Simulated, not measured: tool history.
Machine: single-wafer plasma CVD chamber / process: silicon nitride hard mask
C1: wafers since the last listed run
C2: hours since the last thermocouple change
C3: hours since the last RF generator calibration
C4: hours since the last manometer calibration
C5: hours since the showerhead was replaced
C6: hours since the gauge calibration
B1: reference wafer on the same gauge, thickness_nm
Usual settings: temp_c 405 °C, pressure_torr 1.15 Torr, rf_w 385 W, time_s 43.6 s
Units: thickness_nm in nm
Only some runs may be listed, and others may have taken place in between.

{"run": 1, "day": 0.0, "temp_c": 405, "pressure_torr": 1.15, "rf_w": 385, "time_s": 43.6, "C1": 0, "C2": 2418.2, "C3": 2281.0, "C4": 1279.5, "C5": 3316.0, "C6": 675.3, "B1": 45.928, "thickness_nm": 51.606}
{"run": 2, "day": 1.317, "temp_c": 405, "pressure_torr": 1.15, "rf_w": 385, "time_s": 43.6, "C1": 781, "C2": 2449.8, "C3": 2312.6, "C4": 1311.1, "C5": 3347.6, "C6": 706.9, "B1": 46.053, "thickness_nm": 51.581}
{"run": 3, "day": 2.383, "temp_c": 405, "pressure_torr": 1.15, "rf_w": 385, "time_s": 43.6, "C1": 633, "C2": 2475.4, "C3": 2338.2, "C4": 1336.7, "C5": 3373.2, "C6": 732.5, "B1": 46.017, "thickness_nm": 51.718}
{"run": 4, "day": 3.446, "temp_c": 405, "pressure_torr": 1.07, "rf_w": 385, "time_s": 43.6, "C1": 630, "C2": 2500.9, "C3": 2363.7, "C4": 1362.2, "C5": 3398.7, "C6": 758.0, "B1": 46.0, "thickness_nm": 50.91}
{"run": 5, "day": 4.608, "temp_c": 405, "pressure_torr": 1.07, "rf_w": 385, "time_s": 43.6, "C1": 690, "C2": 2528.8, "C3": 2391.6, "C4": 1390.1, "C5": 3426.6, "C6": 785.9, "B1": 46.015, "thickness_nm": 50.707}
{"run": 6, "day": 5.688, "temp_c": 405, "pressure_torr": 1.07, "rf_w": 385, "time_s": 43.6, "C1": 640, "C2": 2554.7, "C3": 2417.5, "C4": 1416.0, "C5": 3452.5, "C6": 811.8, "B1": 46.05, "thickness_nm": 50.636}
{"run": 7, "day": 6.238, "temp_c": 405, "pressure_torr": 1.15, "rf_w": 385, "time_s": 43.6, "C1": 326, "C2": 2567.9, "C3": 2430.7, "C4": 1429.2, "C5": 3465.7, "C6": 825.0, "B1": 45.968, "thickness_nm": 51.576}
{"day": 7.146, "done": "gauge calibrated"}
{"run": 8, "day": 7.462, "temp_c": 405, "pressure_torr": 1.15, "rf_w": 385, "time_s": 43.6, "C1": 727, "C2": 2597.3, "C3": 2460.1, "C4": 1458.6, "C5": 3495.1, "C6": 7.6, "B1": 45.996, "thickness_nm": 51.804}
{"day": 8.7, "done": "showerhead replaced"}
{"run": 9, "day": 8.825, "temp_c": 405, "pressure_torr": 1.15, "rf_w": 385, "time_s": 43.6, "C1": 611, "C2": 2630.0, "C3": 2492.8, "C4": 1491.3, "C5": 3.0, "C6": 40.3, "B1": 46.003, "thickness_nm": 51.634}
{"day": 11.454, "done": "thermocouple changed; heater temperature recalibrated"}
{"run": 10, "day": 12.479, "temp_c": 395, "pressure_torr": 0.92, "rf_w": 450, "time_s": 39.4, "C1": 1971, "C2": 24.6, "C3": 2580.5, "C4": 1579.0, "C5": 90.7, "C6": 128.0, "B1": 46.001, "thickness_nm": 46.855}
{"run": 11, "day": 13.821, "temp_c": 418, "pressure_torr": 0.87, "rf_w": 385, "time_s": 43.6, "C1": 796, "C2": 56.8, "C3": 2612.7, "C4": 1611.2, "C5": 122.9, "C6": 160.2, "B1": 46.023, "thickness_nm": 47.87}
{"day": 14.604, "done": "capacitance manometer re-zeroed and calibrated"}
{"run": 12, "day": 14.625, "temp_c": 405, "pressure_torr": 1.15, "rf_w": 385, "time_s": 47.0, "C1": 279, "C2": 76.1, "C3": 2632.0, "C4": 0.5, "C5": 142.2, "C6": 179.5, "B1": 46.035, "thickness_nm": 55.662}
{"day": 15.354, "done": "RF generator calibrated"}
{"run": 13, "day": 15.375, "temp_c": 392, "pressure_torr": 1.15, "rf_w": 440, "time_s": 37.0, "C1": 247, "C2": 94.1, "C3": 0.5, "C4": 18.5, "C5": 160.2, "C6": 197.5, "B1": 46.009, "thickness_nm": 45.487}
{"run": 14, "day": 16.279, "temp_c": 409, "pressure_torr": 1.15, "rf_w": 385, "time_s": 43.6, "C1": 536, "C2": 115.8, "C3": 22.2, "C4": 40.2, "C5": 181.9, "C6": 219.2, "B1": 45.971, "thickness_nm": 50.59}
{"run": 15, "day": 17.562, "temp_c": 405, "pressure_torr": 1.41, "rf_w": 385, "time_s": 43.6, "C1": 762, "C2": 146.6, "C3": 53.0, "C4": 71.0, "C5": 212.7, "C6": 250.0, "B1": 46.048, "thickness_nm": 53.523}
{"run": 16, "day": 18.479, "temp_c": 405, "pressure_torr": 1.03, "rf_w": 385, "time_s": 43.6, "C1": 544, "C2": 168.6, "C3": 75.0, "C4": 93.0, "C5": 234.7, "C6": 272.0, "B1": 46.02, "thickness_nm": 49.418}
{"run": 17, "day": 19.8, "temp_c": 393, "pressure_torr": 1.15, "rf_w": 415, "time_s": 43.6, "C1": 784, "C2": 200.3, "C3": 106.7, "C4": 124.7, "C5": 266.4, "C6": 303.7, "B1": 46.05, "thickness_nm": 52.299}
{"run": 18, "day": 20.879, "temp_c": 405, "pressure_torr": 0.91, "rf_w": 385, "time_s": 38.5, "C1": 640, "C2": 226.2, "C3": 132.6, "C4": 150.6, "C5": 292.3, "C6": 329.6, "B1": 45.972, "thickness_nm": 42.265}
{"run": 19, "day": 21.738, "temp_c": 405, "pressure_torr": 1.15, "rf_w": 385, "time_s": 43.6, "C1": 509, "C2": 246.8, "C3": 153.2, "C4": 171.2, "C5": 312.9, "C6": 350.2, "B1": 45.943, "thickness_nm": 50.711}
{"run": 20, "day": 23.146, "temp_c": 405, "pressure_torr": 1.15, "rf_w": 385, "time_s": 48.3, "C1": 836, "C2": 280.6, "C3": 187.0, "C4": 205.0, "C5": 346.7, "C6": 384.0, "B1": 45.993, "thickness_nm": 56.428}
{"run": 21, "day": 24.633, "temp_c": 405, "pressure_torr": 1.15, "rf_w": 385, "time_s": 43.6, "C1": 883, "C2": 316.3, "C3": 222.7, "C4": 240.7, "C5": 382.4, "C6": 419.7, "B1": 46.02, "thickness_nm": 50.385}
{"day": 25.188, "done": "RF generator calibrated, repeated, since the last time left the tool worse"}
{"run": 22, "day": 25.608, "temp_c": 405, "pressure_torr": 1.15, "rf_w": 385, "time_s": 48.3, "C1": 381, "C2": 339.7, "C3": 10.1, "C4": 264.1, "C5": 405.8, "C6": 443.1, "B1": 45.988, "thickness_nm": 58.08}
{"run": 23, "day": 26.854, "temp_c": 400, "pressure_torr": 1.15, "rf_w": 385, "time_s": 36.3, "C1": 739, "C2": 369.6, "C3": 40.0, "C4": 294.0, "C5": 435.7, "C6": 473.0, "B1": 45.948, "thickness_nm": 43.853}
{"run": 24, "day": 28.238, "temp_c": 405, "pressure_torr": 1.15, "rf_w": 385, "time_s": 43.6, "C1": 821, "C2": 402.8, "C3": 73.2, "C4": 327.2, "C5": 468.9, "C6": 506.2, "B1": 46.041, "thickness_nm": 52.219}
{"run": 25, "day": 29.062, "temp_c": 405, "pressure_torr": 1.15, "rf_w": 385, "time_s": 43.6, "C1": 489, "C2": 422.6, "C3": 93.0, "C4": 347.0, "C5": 488.7, "C6": 526.0, "B1": 45.994, "thickness_nm": 52.297}
{"run": 26, "day": 30.521, "temp_c": 405, "pressure_torr": 1.24, "rf_w": 315, "time_s": 43.6, "C1": 865, "C2": 457.6, "C3": 128.0, "C4": 382.0, "C5": 523.7, "C6": 561.0, "B1": 46.041, "thickness_nm": 49.992}
{"run": 27, "day": 31.654, "temp_c": 405, "pressure_torr": 1.31, "rf_w": 425, "time_s": 49.3, "C1": 672, "C2": 484.8, "C3": 155.2, "C4": 409.2, "C5": 550.9, "C6": 588.2, "B1": 45.998, "thickness_nm": 63.097}
{"run": 28, "day": 32.5, "temp_c": 405, "pressure_torr": 0.93, "rf_w": 340, "time_s": 43.6, "C1": 502, "C2": 505.1, "C3": 175.5, "C4": 429.5, "C5": 571.2, "C6": 608.5, "B1": 46.048, "thickness_nm": 47.568}
{"run": 29, "day": 33.35, "temp_c": 409, "pressure_torr": 1.15, "rf_w": 385, "time_s": 43.6, "C1": 504, "C2": 525.5, "C3": 195.9, "C4": 449.9, "C5": 591.6, "C6": 628.9, "B1": 46.031, "thickness_nm": 52.283}

Entry by entry between the runs, the difference in hidden state between the last listed run before and the first listed run after:
From run 7 to run 8: gauge calibrated (day 7.146)
  delivered RF power above the setpoint (%): -5.01 -> -5.03
  measured value less the no-hidden-state value, thickness_nm: -0.935 -> -0.941 nm
From run 8 to run 9: showerhead replaced (day 8.700)
  delivered RF power above the setpoint (%): -5.03 -> -5.04
  measured value less the no-hidden-state value, thickness_nm: -0.941 -> -0.940 nm
From run 9 to run 10: thermocouple changed; heater temperature recalibrated (day 11.454)
  delivered RF power above the setpoint (%): -5.04 -> -5.07
  measured value less the no-hidden-state value, thickness_nm: -0.940 -> -0.795 nm
From run 11 to run 12: capacitance manometer re-zeroed and calibrated (day 14.604)
  both runs share identical hidden conditions
  measured value less the no-hidden-state value, thickness_nm: -0.878 -> -1.022 nm
From run 12 to run 13: RF generator calibrated (day 15.354)
  delivered RF power above the setpoint (%): -5.08 -> -9.15
  measured value less the no-hidden-state value, thickness_nm: -1.022 -> -1.421 nm
From run 21 to run 22: RF generator calibrated, repeated, since the last time left the tool worse (day 25.188)
  delivered RF power above the setpoint (%): -10.4 -> -0.0899
  measured value less the no-hidden-state value, thickness_nm: -1.934 -> -0.018 nm
